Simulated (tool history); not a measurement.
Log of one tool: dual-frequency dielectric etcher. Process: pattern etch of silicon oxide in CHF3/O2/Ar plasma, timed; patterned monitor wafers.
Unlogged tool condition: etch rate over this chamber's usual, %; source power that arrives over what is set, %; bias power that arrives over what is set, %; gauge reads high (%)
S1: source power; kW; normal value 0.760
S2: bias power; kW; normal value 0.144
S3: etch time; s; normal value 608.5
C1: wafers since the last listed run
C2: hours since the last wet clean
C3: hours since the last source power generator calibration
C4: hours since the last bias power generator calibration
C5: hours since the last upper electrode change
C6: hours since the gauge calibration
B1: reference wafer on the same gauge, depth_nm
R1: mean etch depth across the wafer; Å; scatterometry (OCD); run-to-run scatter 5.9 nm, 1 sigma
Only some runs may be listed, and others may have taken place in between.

Run 1, day 0.000: usual settings but S3 654.0 s; C1 0; C2 414.9; C3 5104.3; C4 3758.7; C5 3027.8; C6 240.0; B1 1189.9. Result: R1 13012 Å.
Run 2, day 0.508: usual settings but S3 654.0 s; C1 29; C2 427.1; C3 5116.5; C4 3770.9; C5 3040.0; C6 252.2; B1 1189.0. Result: R1 13037 Å.
Run 3, day 1.104: usual settings but S2 0.135 kW; C1 35; C2 441.4; C3 5130.8; C4 3785.2; C5 3054.3; C6 266.5; B1 1189.0. Result: R1 11749 Å.
At day 1.233: gauge calibrated.
Run 4, day 2.050: usual settings; C1 55; C2 464.1; C3 5153.5; C4 3807.9; C5 3077.0; C6 19.6; B1 1189.5. Result: R1 12096 Å.
Run 5, day 2.783: usual settings; C1 43; C2 481.7; C3 5171.1; C4 3825.5; C5 3094.6; C6 37.2; B1 1188.9. Result: R1 12094 Å.
Run 6, day 4.092: usual settings; C1 77; C2 513.1; C3 5202.5; C4 3856.9; C5 3126.0; C6 68.6; B1 1190.6. Result: R1 11992 Å.
Run 7, day 5.450: usual settings; C1 80; C2 545.7; C3 5235.1; C4 3889.5; C5 3158.6; C6 101.2; B1 1190.7. Result: R1 12053 Å.
At day 6.471: source power generator calibrated.
Run 8, day 6.596: usual settings; C1 57; C2 573.2; C3 3.0; C4 3917.0; C5 3186.1; C6 128.7; B1 1189.6. Result: R1 11971 Å.
At day 8.371: upper electrode replaced.
Run 9, day 8.392: usual settings; C1 46; C2 616.3; C3 46.1; C4 3960.1; C5 0.5; C6 171.8; B1 1189.9. Result: R1 11958 Å.
Run 10, day 9.200: usual settings; C1 47; C2 635.7; C3 65.5; C4 3979.5; C5 19.9; C6 191.2; B1 1188.5. Result: R1 11988 Å.
At day 9.817: bias power generator calibrated.
Run 11, day 10.012: usual settings but S1 0.610 kW, S2 0.133 kW, S3 452.0 s; C1 38; C2 655.2; C3 85.0; C4 4.7; C5 39.4; C6 210.7; B1 1191.1. Result: R1 7794 Å.
At day 11.675: wet clean of the chamber.
Run 12, day 11.696: usual settings but S1 0.700 kW, S2 0.121 kW, S3 777.0 s; C1 40; C2 0.5; C3 125.4; C4 45.1; C5 79.8; C6 251.1; B1 1189.9. Result: R1 14479 Å.
Run 13, day 11.717: usual settings but S2 0.166 kW; C1 1; C2 1.0; C3 125.9; C4 45.6; C5 80.3; C6 251.6; B1 1188.5. Result: R1 13180 Å.
Run 14, day 11.938: usual settings but S1 0.940 kW, S2 0.110 kW, S3 541.0 s; C1 13; C2 6.3; C3 131.2; C4 50.9; C5 85.6; C6 256.9; B1 1189.1. Result: R1 11134 Å.
At day 12.262: gauge calibrated.
Run 15, day 12.533: usual settings but S2 0.154 kW, S3 679.0 s; C1 35; C2 20.6; C3 145.5; C4 65.2; C5 99.9; C6 6.5; B1 1190.1. Result: R1 14244 Å.
Run 16, day 13.462: usual settings; C1 54; C2 42.9; C3 167.8; C4 87.5; C5 122.2; C6 28.8; B1 1187.9. Result: R1 12613 Å.
Run 17, day 14.842: usual settings; C1 81; C2 76.0; C3 200.9; C4 120.6; C5 155.3; C6 61.9; B1 1189.1. Result: R1 12587 Å.
Run 18, day 16.096: usual settings but S2 0.162 kW, S3 523.5 s; C1 73; C2 106.1; C3 231.0; C4 150.7; C5 185.4; C6 92.0; B1 1187.5. Result: R1 11143 Å.
Run 19, day 17.246: usual settings but S2 0.174 kW; C1 67; C2 133.7; C3 258.6; C4 178.3; C5 213.0; C6 119.6; B1 1188.7. Result: R1 13307 Å.
Run 20, day 18.508: usual settings; C1 74; C2 164.0; C3 288.9; C4 208.6; C5 243.3; C6 149.9; B1 1189.8. Result: R1 12400 Å.
Run 21, day 19.029: usual settings but S1 0.680 kW; C1 30; C2 176.5; C3 301.4; C4 221.1; C5 255.8; C6 162.4; B1 1191.1. Result: R1 11770 Å.

Branching from run 21: 5 alternative next runs. What would each branch give?
Run A, day 19.054: usual settings; C1 1; C2 177.1; C3 302.0; C4 221.7; C5 256.4; C6 163.0; B1 ?. Result: R1 ?.
Run B, day 19.054: usual settings but S1 0.580 kW, S2 0.155 kW, S3 433.5 s; C1 1; C2 177.1; C3 302.0; C4 221.7; C5 256.4; C6 163.0; B1 ?. Result: R1 ?.
Run C, day 19.054: usual settings but S2 0.159 kW; C1 1; C2 177.1; C3 302.0; C4 221.7; C5 256.4; C6 163.0; B1 ?. Result: R1 ?.
Run D, day 19.054: usual settings but S1 0.850 kW, S2 0.125 kW, S3 762.0 s; C1 1; C2 177.1; C3 302.0; C4 221.7; C5 256.4; C6 163.0; B1 ?. Result: R1 ?.
Run E, day 19.054: usual settings but S1 0.620 kW; C1 1; C2 177.1; C3 302.0; C4 221.7; C5 256.4; C6 163.0; B1 ?. Result: R1 ?.

run      B1     R1
  A  1190.1  12321
  B  1190.1   8008
  C  1190.1  12775
  D  1190.1  15400
  E  1190.1  11266
Take away the tool's hidden state, keep each run's random variation, and the runs would have read:
run     R1
  A  12548
  B   8155
  C  13010
  D  15683
  E  11474

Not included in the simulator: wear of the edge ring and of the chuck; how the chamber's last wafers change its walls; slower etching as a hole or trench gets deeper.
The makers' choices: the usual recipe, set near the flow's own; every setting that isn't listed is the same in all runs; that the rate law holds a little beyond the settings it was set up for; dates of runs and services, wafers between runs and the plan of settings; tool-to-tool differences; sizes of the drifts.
